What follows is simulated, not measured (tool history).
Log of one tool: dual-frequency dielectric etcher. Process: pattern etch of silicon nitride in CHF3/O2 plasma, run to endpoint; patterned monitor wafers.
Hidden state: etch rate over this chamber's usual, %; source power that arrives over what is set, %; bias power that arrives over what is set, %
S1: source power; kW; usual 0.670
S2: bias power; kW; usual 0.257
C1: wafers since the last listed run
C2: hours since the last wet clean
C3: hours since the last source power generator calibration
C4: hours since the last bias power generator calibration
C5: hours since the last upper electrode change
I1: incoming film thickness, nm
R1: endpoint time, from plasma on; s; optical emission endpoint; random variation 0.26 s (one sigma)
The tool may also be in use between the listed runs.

run    hour     S1     S2    C1     C2      C3      C4      C5    I1    R1
  1     0.0  0.670  0.237     0  472.3  2859.5  1163.8  3550.2  78.2  48.4
  2    69.0  0.670  0.257   954  541.3  2928.5  1232.8  3619.2  77.4  45.7
  3   112.7  0.670  0.257   604  585.0  2972.2  1276.5  3662.9  77.9  45.8
  4   162.9  0.670  0.257   694  635.2  3022.4  1326.7  3713.1  77.6  45.6
      193.8  -- wet clean of the chamber
  5   262.0  0.670  0.257  1039   68.2  3121.5  1425.8  3812.2  77.8  45.7
  6   305.1  0.670  0.257   596  111.3  3164.6  1468.9  3855.3  77.6  45.3
  7   412.4  0.670  0.257  1484  218.6  3271.9  1576.2  3962.6  77.6  45.8
  8   489.5  0.590  0.257  1066  295.7  3349.0  1653.3  4039.7  78.3  48.6
  9   558.0  0.590  0.257   947  364.2  3417.5  1721.8  4108.2  76.7  47.9
      712.4  -- bias power generator calibrated
 10   835.2  0.670  0.257  3779  641.4  3694.7   122.8  4385.4  78.3  46.1
 11   927.3  0.670  0.257  1274  733.5  3786.8   214.9  4477.5  77.7  45.5
     1029.1  -- wet clean of the chamber
 12  1034.9  0.670  0.257  1156    5.8  3894.4   322.5  4585.1  77.5  44.7
     1132.3  -- upper electrode replaced
 13  1132.8  0.670  0.257  1022  103.7  3992.3   420.4     0.5  77.4  45.2
 14  1161.7  0.790  0.303   399  132.6  4021.2   449.3    29.4  77.9  38.3
 15  1462.8  0.810  0.308  4165  433.7  4322.3   750.4   330.5  78.2  38.4
 16  1531.7  0.540  0.227   953  502.6  4391.2   819.3   399.4  77.5  54.6
 17  1570.0  0.620  0.217   529  540.9  4429.5   857.6   437.7  78.7  53.7
 18  1650.0  0.800  0.220  1106  620.9  4509.5   937.6   517.7  77.9  47.1
     1683.5  -- source power generator calibrated
     1685.6  -- wet clean of the chamber
 19  1749.1  0.670  0.257  1286   63.5    65.6  1036.7   616.8  78.4  45.2
 20  1795.2  0.720  0.319   637  109.6   111.7  1082.8   662.9  77.7  39.2
 21  1864.5  0.820  0.199   958  178.9   181.0  1152.1   732.2  76.9  46.8
 22  1935.3  0.670  0.238   979  249.7   251.8  1222.9   803.0  77.8  47.7
 23  2061.0  0.670  0.234  1739  375.4   377.5  1348.6   928.7  77.7  48.1
 24  2112.0  0.670  0.237   705  426.4   428.5  1399.6   979.7  76.6  47.5
 25  2201.8  0.670  0.312  1242  516.2   518.3  1489.4  1069.5  78.5  42.6
 26  2261.1  0.670  0.257   820  575.5   577.6  1548.7  1128.8  77.5  46.4
 27  2302.6  0.670  0.257   574  617.0   619.1  1590.2  1170.3  77.5  46.7
 28  2405.8  0.670  0.257  1427  720.2   722.3  1693.4  1273.5  78.3  47.3
     2471.9  -- wet clean of the chamber
 29  2506.7  0.670  0.305  1063   34.8   823.2  1794.3  1374.4  77.6  41.4
 30  2610.6  0.670  0.281  1437  138.7   927.1  1898.2  1478.3  77.7  44.1
 31  2709.6  0.580  0.257  1369  237.7  1026.1  1997.2  1577.3  78.6  49.7
 32  2808.7  0.670  0.257  1371  336.8  1125.2  2096.3  1676.4  77.9  46.3
     2816.0  -- bias power generator calibrated
 33  2881.2  0.520  0.307   947  409.3  1197.7    65.2  1748.9  77.7  46.5
 34  2917.8  0.830  0.312   506  445.9  1234.3   101.8  1785.5  78.0  37.4
 35  2982.7  0.670  0.257   897  510.8  1299.2   166.7  1850.4  77.3  45.5
 36  3040.9  0.670  0.257   805  569.0  1357.4   224.9  1908.6  77.3  45.1

Run by run, hidden condition taken away, random variation retained:
run    R1
  1  47.0
  2  44.3
  3  44.3
  4  44.0
  5  44.9
  6  44.3
  7  44.6
  8  47.2
  9  46.3
 10  44.9
 11  44.1
 12  44.3
 13  44.6
 14  37.7
 15  37.2
 16  52.8
 17  51.8
 18  45.2
 19  44.2
 20  38.2
 21  45.6
 22  46.2
 23  46.3
 24  45.6
 25  40.6
 26  44.1
 27  44.4
 28  44.7
 29  40.1
 30  42.5
 31  47.7
 32  44.3
 33  45.5
 34  36.6
 35  44.3
 36  43.8

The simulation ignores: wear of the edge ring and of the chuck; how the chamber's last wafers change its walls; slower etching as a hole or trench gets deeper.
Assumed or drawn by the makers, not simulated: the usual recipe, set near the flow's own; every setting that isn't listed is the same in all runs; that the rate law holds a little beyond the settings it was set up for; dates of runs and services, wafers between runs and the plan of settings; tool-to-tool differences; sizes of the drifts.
